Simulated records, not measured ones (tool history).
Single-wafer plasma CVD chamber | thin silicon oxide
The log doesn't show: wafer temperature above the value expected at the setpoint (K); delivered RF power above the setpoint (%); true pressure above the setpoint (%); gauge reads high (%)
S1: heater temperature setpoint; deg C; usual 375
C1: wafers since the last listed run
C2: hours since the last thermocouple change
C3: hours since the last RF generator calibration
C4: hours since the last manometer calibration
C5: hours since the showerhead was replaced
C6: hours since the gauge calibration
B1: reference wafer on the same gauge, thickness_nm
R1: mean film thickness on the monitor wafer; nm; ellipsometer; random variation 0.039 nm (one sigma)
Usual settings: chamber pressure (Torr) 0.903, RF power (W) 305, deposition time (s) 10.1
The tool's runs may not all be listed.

run 1 hour=0 | S1=375 chamber_pressure_(Torr)=0.903 RF_power_(W)=305 deposition_time_(s)=10.1 | C1=0 C2=1571 C3=2080.5 C4=1842.9 C5=6740.4 C6=126 | B1=18.498 | R1=18.66
run 2 hour=80.3 | S1=375 chamber_pressure_(Torr)=0.903 RF_power_(W)=305 deposition_time_(s)=10.1 | C1=2447 C2=1651.3 C3=2160.8 C4=1923.2 C5=6820.7 C6=206.3 | B1=18.49 | R1=18.475
run 3 hour=110.8 | S1=375 chamber_pressure_(Torr)=0.903 RF_power_(W)=305 deposition_time_(s)=10.1 | C1=929 C2=1681.8 C3=2191.3 C4=1953.7 C5=6851.2 C6=236.8 | B1=18.495 | R1=18.43
run 4 hour=142.7 | S1=375 chamber_pressure_(Torr)=0.903 RF_power_(W)=305 deposition_time_(s)=10.1 | C1=972 C2=1713.7 C3=2223.2 C4=1985.6 C5=6883.1 C6=268.7 | B1=18.514 | R1=18.387
-- hour=160.8 showerhead replaced
run 5 hour=161.8 | S1=375 chamber_pressure_(Torr)=0.903 RF_power_(W)=305 deposition_time_(s)=10.1 | C1=338 C2=1732.8 C3=2242.3 C4=2004.7 C5=1 C6=287.8 | B1=18.511 | R1=18.336
run 6 hour=195.9 | S1=375 chamber_pressure_(Torr)=0.903 RF_power_(W)=305 deposition_time_(s)=10.1 | C1=1039 C2=1766.9 C3=2276.4 C4=2038.8 C5=35.1 C6=321.9 | B1=18.509 | R1=18.321
run 7 hour=220.3 | S1=375 chamber_pressure_(Torr)=0.903 RF_power_(W)=305 deposition_time_(s)=10.1 | C1=743 C2=1791.3 C3=2300.8 C4=2063.2 C5=59.5 C6=346.3 | B1=18.495 | R1=18.328
-- hour=256.7 RF generator calibrated
run 8 hour=257.2 | S1=375 chamber_pressure_(Torr)=0.903 RF_power_(W)=305 deposition_time_(s)=10.1 | C1=880 C2=1828.2 C3=0.5 C4=2100.1 C5=96.4 C6=383.2 | B1=18.514 | R1=19.227
run 9 hour=277.9 | S1=370 chamber_pressure_(Torr)=0.903 RF_power_(W)=305 deposition_time_(s)=10.1 | C1=630 C2=1848.9 C3=21.2 C4=2120.8 C5=117.1 C6=403.9 | B1=18.497 | R1=19.271
run 10 hour=295.2 | S1=375 chamber_pressure_(Torr)=0.903 RF_power_(W)=305 deposition_time_(s)=10.1 | C1=527 C2=1866.2 C3=38.5 C4=2138.1 C5=134.4 C6=421.2 | B1=18.514 | R1=19.106
-- hour=307.4 thermocouple changed; heater temperature recalibrated
-- hour=312.7 gauge calibrated
run 11 hour=325.8 | S1=369 chamber_pressure_(Torr)=1.057 RF_power_(W)=305 deposition_time_(s)=11 | C1=688 C2=18.4 C3=69.1 C4=2168.7 C5=165 C6=13.1 | B1=18.507 | R1=23.991
-- hour=364 capacitance manometer re-zeroed and calibrated
run 12 hour=364.5 | S1=370 chamber_pressure_(Torr)=0.903 RF_power_(W)=305 deposition_time_(s)=10.1 | C1=935 C2=57.1 C3=107.8 C4=0.5 C5=203.7 C6=51.8 | B1=18.508 | R1=20.085
run 13 hour=378 | S1=369 chamber_pressure_(Torr)=0.903 RF_power_(W)=260 deposition_time_(s)=10.1 | C1=411 C2=70.6 C3=121.3 C4=14 C5=217.2 C6=65.3 | B1=18.494 | R1=18.298
run 14 hour=406.9 | S1=375 chamber_pressure_(Torr)=1.106 RF_power_(W)=275 deposition_time_(s)=11.7 | C1=880 C2=99.5 C3=150.2 C4=42.9 C5=246.1 C6=94.2 | B1=18.503 | R1=25.77
run 15 hour=441.9 | S1=361 chamber_pressure_(Torr)=0.903 RF_power_(W)=305 deposition_time_(s)=11.5 | C1=1066 C2=134.5 C3=185.2 C4=77.9 C5=281.1 C6=129.2 | B1=18.483 | R1=22.964
run 16 hour=459.2 | S1=375 chamber_pressure_(Torr)=0.903 RF_power_(W)=305 deposition_time_(s)=9.3 | C1=527 C2=151.8 C3=202.5 C4=95.2 C5=298.4 C6=146.5 | B1=18.503 | R1=18.357

Some steps in R1 between neighbouring runs. How much of each would the tool show without its hidden state too (settings, what came in, random variation), and how much is left for the hidden state, with any gauge scatter that isn't in both results?
Run 11 -> 12: S1 369 -> 370, chamber pressure (Torr) 1.057 -> 0.903, deposition time (s) 11 -> 10.1, capacitance manometer re-zeroed and calibrated. R1 -3.906 nm: hidden state +1.057, all else -4.963.
Run 13 -> 14: S1 369 -> 375, chamber pressure (Torr) 0.903 -> 1.106, RF power (W) 260 -> 275, deposition time (s) 10.1 -> 11.7. R1 +7.472 nm: hidden state -0.146, all else +7.618.

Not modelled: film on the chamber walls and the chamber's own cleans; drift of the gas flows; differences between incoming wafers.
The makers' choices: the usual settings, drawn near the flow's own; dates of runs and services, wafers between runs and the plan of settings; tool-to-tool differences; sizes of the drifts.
